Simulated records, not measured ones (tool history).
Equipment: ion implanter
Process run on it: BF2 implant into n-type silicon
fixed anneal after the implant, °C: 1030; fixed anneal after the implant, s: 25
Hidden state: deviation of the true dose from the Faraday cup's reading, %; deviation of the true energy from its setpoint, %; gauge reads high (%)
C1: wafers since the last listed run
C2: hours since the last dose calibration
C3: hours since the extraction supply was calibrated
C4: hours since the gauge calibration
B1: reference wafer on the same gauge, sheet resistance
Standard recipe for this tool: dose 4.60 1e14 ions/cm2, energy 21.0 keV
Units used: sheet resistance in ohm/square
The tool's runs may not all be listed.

{"run": 1, "day": 0.0, "dose": 3.57, "energy": 21.0, "C1": 0, "C2": 685.9, "C3": 2982.4, "C4": 104.2, "B1": 325.95, "sheet resistance": 366.11}
{"run": 2, "day": 4.329, "dose": 3.57, "energy": 21.0, "C1": 1398, "C2": 789.8, "C3": 3086.3, "C4": 208.1, "B1": 326.17, "sheet resistance": 369.47}
{"day": 5.483, "done": "Faraday cup replaced and dose calibrated"}
{"run": 3, "day": 6.267, "dose": 4.2, "energy": 24.0, "C1": 518, "C2": 18.8, "C3": 3132.8, "C4": 254.6, "B1": 326.0, "sheet resistance": 307.52}
{"run": 4, "day": 10.742, "dose": 4.2, "energy": 24.0, "C1": 1445, "C2": 126.2, "C3": 3240.2, "C4": 362.0, "B1": 326.0, "sheet resistance": 309.6}
{"run": 5, "day": 14.183, "dose": 4.2, "energy": 24.0, "C1": 1111, "C2": 208.8, "C3": 3322.8, "C4": 444.6, "B1": 325.92, "sheet resistance": 310.86}
{"run": 6, "day": 17.496, "dose": 4.6, "energy": 24.0, "C1": 1069, "C2": 288.3, "C3": 3402.3, "C4": 524.1, "B1": 326.26, "sheet resistance": 287.2}
{"run": 7, "day": 20.354, "dose": 4.6, "energy": 24.0, "C1": 923, "C2": 356.9, "C3": 3470.9, "C4": 592.7, "B1": 325.84, "sheet resistance": 289.45}
{"run": 8, "day": 27.375, "dose": 4.6, "energy": 24.0, "C1": 2267, "C2": 525.4, "C3": 3639.4, "C4": 761.2, "B1": 325.95, "sheet resistance": 290.71}
{"run": 9, "day": 31.333, "dose": 4.6, "energy": 21.0, "C1": 1278, "C2": 620.4, "C3": 3734.4, "C4": 856.2, "B1": 326.44, "sheet resistance": 295.56}
{"run": 10, "day": 34.008, "dose": 4.6, "energy": 21.0, "C1": 864, "C2": 684.6, "C3": 3798.6, "C4": 920.4, "B1": 325.6, "sheet resistance": 294.01}
{"run": 11, "day": 37.125, "dose": 4.6, "energy": 21.0, "C1": 1006, "C2": 759.4, "C3": 3873.4, "C4": 995.2, "B1": 326.25, "sheet resistance": 295.42}
{"day": 39.946, "done": "Faraday cup replaced and dose calibrated"}
{"run": 12, "day": 41.067, "dose": 4.6, "energy": 21.0, "C1": 1165, "C2": 26.9, "C3": 3968.0, "C4": 1089.8, "B1": 325.9, "sheet resistance": 291.08}
{"run": 13, "day": 43.179, "dose": 4.6, "energy": 21.0, "C1": 682, "C2": 77.6, "C3": 4018.7, "C4": 1140.5, "B1": 326.15, "sheet resistance": 295.49}
{"run": 14, "day": 47.346, "dose": 4.6, "energy": 21.0, "C1": 1345, "C2": 177.6, "C3": 4118.7, "C4": 1240.5, "B1": 326.14, "sheet resistance": 294.7}
{"run": 15, "day": 50.062, "dose": 4.6, "energy": 18.0, "C1": 877, "C2": 242.8, "C3": 4183.9, "C4": 1305.7, "B1": 326.09, "sheet resistance": 299.99}
{"run": 16, "day": 53.025, "dose": 4.6, "energy": 18.0, "C1": 956, "C2": 313.9, "C3": 4255.0, "C4": 1376.8, "B1": 326.08, "sheet resistance": 300.63}
{"run": 17, "day": 55.633, "dose": 4.6, "energy": 21.0, "C1": 842, "C2": 376.5, "C3": 4317.6, "C4": 1439.4, "B1": 326.09, "sheet resistance": 296.42}
{"run": 18, "day": 59.704, "dose": 4.6, "energy": 21.0, "C1": 1314, "C2": 474.2, "C3": 4415.3, "C4": 1537.1, "B1": 326.08, "sheet resistance": 296.04}
{"run": 19, "day": 62.479, "dose": 4.05, "energy": 28.5, "C1": 896, "C2": 540.8, "C3": 4481.9, "C4": 1603.7, "B1": 325.96, "sheet resistance": 319.6}
{"run": 20, "day": 65.625, "dose": 3.71, "energy": 25.0, "C1": 1016, "C2": 616.3, "C3": 4557.4, "C4": 1679.2, "B1": 326.11, "sheet resistance": 350.7}
{"run": 21, "day": 67.475, "dose": 5.1, "energy": 24.0, "C1": 597, "C2": 660.7, "C3": 4601.8, "C4": 1723.6, "B1": 326.18, "sheet resistance": 269.26}
{"run": 22, "day": 70.8, "dose": 4.6, "energy": 21.0, "C1": 1073, "C2": 740.5, "C3": 4681.6, "C4": 1803.4, "B1": 325.5, "sheet resistance": 296.69}
{"day": 71.954, "done": "Faraday cup replaced and dose calibrated"}
{"run": 23, "day": 74.921, "dose": 4.6, "energy": 21.0, "C1": 1223, "C2": 71.2, "C3": 4780.5, "C4": 1902.3, "B1": 326.04, "sheet resistance": 292.54}
{"run": 24, "day": 78.833, "dose": 5.75, "energy": 28.0, "C1": 1263, "C2": 165.1, "C3": 4874.4, "C4": 1996.2, "B1": 325.92, "sheet resistance": 236.05}
{"run": 25, "day": 80.742, "dose": 5.91, "energy": 15.5, "C1": 616, "C2": 210.9, "C3": 4920.2, "C4": 2042.0, "B1": 325.86, "sheet resistance": 255.34}
{"run": 26, "day": 83.696, "dose": 4.6, "energy": 21.0, "C1": 954, "C2": 281.8, "C3": 4991.1, "C4": 2112.9, "B1": 325.74, "sheet resistance": 293.23}
{"run": 27, "day": 87.721, "dose": 3.62, "energy": 26.0, "C1": 1300, "C2": 378.4, "C3": 5087.7, "C4": 2209.5, "B1": 325.68, "sheet resistance": 353.75}
{"day": 97.883, "done": "gauge calibrated"}
{"run": 28, "day": 100.229, "dose": 4.6, "energy": 21.0, "C1": 4040, "C2": 678.6, "C3": 5387.9, "C4": 56.3, "B1": 326.18, "sheet resistance": 294.95}
{"run": 29, "day": 102.992, "dose": 3.81, "energy": 26.0, "C1": 892, "C2": 744.9, "C3": 5454.2, "C4": 122.6, "B1": 326.29, "sheet resistance": 338.28}
{"day": 104.354, "done": "extraction supply calibrated"}
{"day": 104.412, "done": "Faraday cup replaced and dose calibrated"}
{"run": 30, "day": 105.875, "dose": 3.8, "energy": 21.0, "C1": 804, "C2": 35.1, "C3": 36.5, "C4": 191.8, "B1": 325.54, "sheet resistance": 342.53}
{"run": 31, "day": 109.708, "dose": 5.28, "energy": 25.5, "C1": 1238, "C2": 127.1, "C3": 128.5, "C4": 283.8, "B1": 325.91, "sheet resistance": 255.06}
{"run": 32, "day": 112.721, "dose": 4.6, "energy": 21.0, "C1": 973, "C2": 199.4, "C3": 200.8, "C4": 356.1, "B1": 326.04, "sheet resistance": 294.51}
{"run": 33, "day": 116.242, "dose": 5.94, "energy": 28.0, "C1": 1137, "C2": 283.9, "C3": 285.3, "C4": 440.6, "B1": 326.36, "sheet resistance": 230.64}
{"run": 34, "day": 120.658, "dose": 3.29, "energy": 21.0, "C1": 1426, "C2": 389.9, "C3": 391.3, "C4": 546.6, "B1": 326.06, "sheet resistance": 393.98}
{"run": 35, "day": 124.833, "dose": 3.4, "energy": 26.0, "C1": 1348, "C2": 490.1, "C3": 491.5, "C4": 646.8, "B1": 325.84, "sheet resistance": 372.83}
{"run": 36, "day": 129.15, "dose": 5.29, "energy": 28.5, "C1": 1394, "C2": 593.7, "C3": 595.1, "C4": 750.4, "B1": 325.73, "sheet resistance": 254.22}
{"run": 37, "day": 131.762, "dose": 4.6, "energy": 21.0, "C1": 843, "C2": 656.4, "C3": 657.8, "C4": 813.1, "B1": 326.17, "sheet resistance": 295.82}
{"run": 38, "day": 133.538, "dose": 4.96, "energy": 18.0, "C1": 573, "C2": 699.0, "C3": 700.4, "C4": 855.7, "B1": 325.9, "sheet resistance": 283.59}

What if the next run were any one of these 3? Each begins from the tool's condition after run 38:
{"run": "A", "day": 133.554, "dose": 4.6, "energy": 21.0, "C1": 5, "C2": 699.4, "C3": 700.8, "C4": 856.1, "B1": "?", "sheet resistance": "?"}
{"run": "B", "day": 133.554, "dose": 4.6, "energy": 14.5, "C1": 5, "C2": 699.4, "C3": 700.8, "C4": 856.1, "B1": "?", "sheet resistance": "?"}
{"run": "C", "day": 133.554, "dose": 4.06, "energy": 23.0, "C1": 5, "C2": 699.4, "C3": 700.8, "C4": 856.1, "B1": "?", "sheet resistance": "?"}

run=A B1=325.78 sheet_resistance=294.71
run=B B1=325.78 sheet_resistance=310.96
run=C B1=325.78 sheet_resistance=323.55
Had the tool no hidden state, the same runs would have come out as:
run=A sheet_resistance=290.49
run=B sheet_resistance=306.82
run=C sheet_resistance=318.78
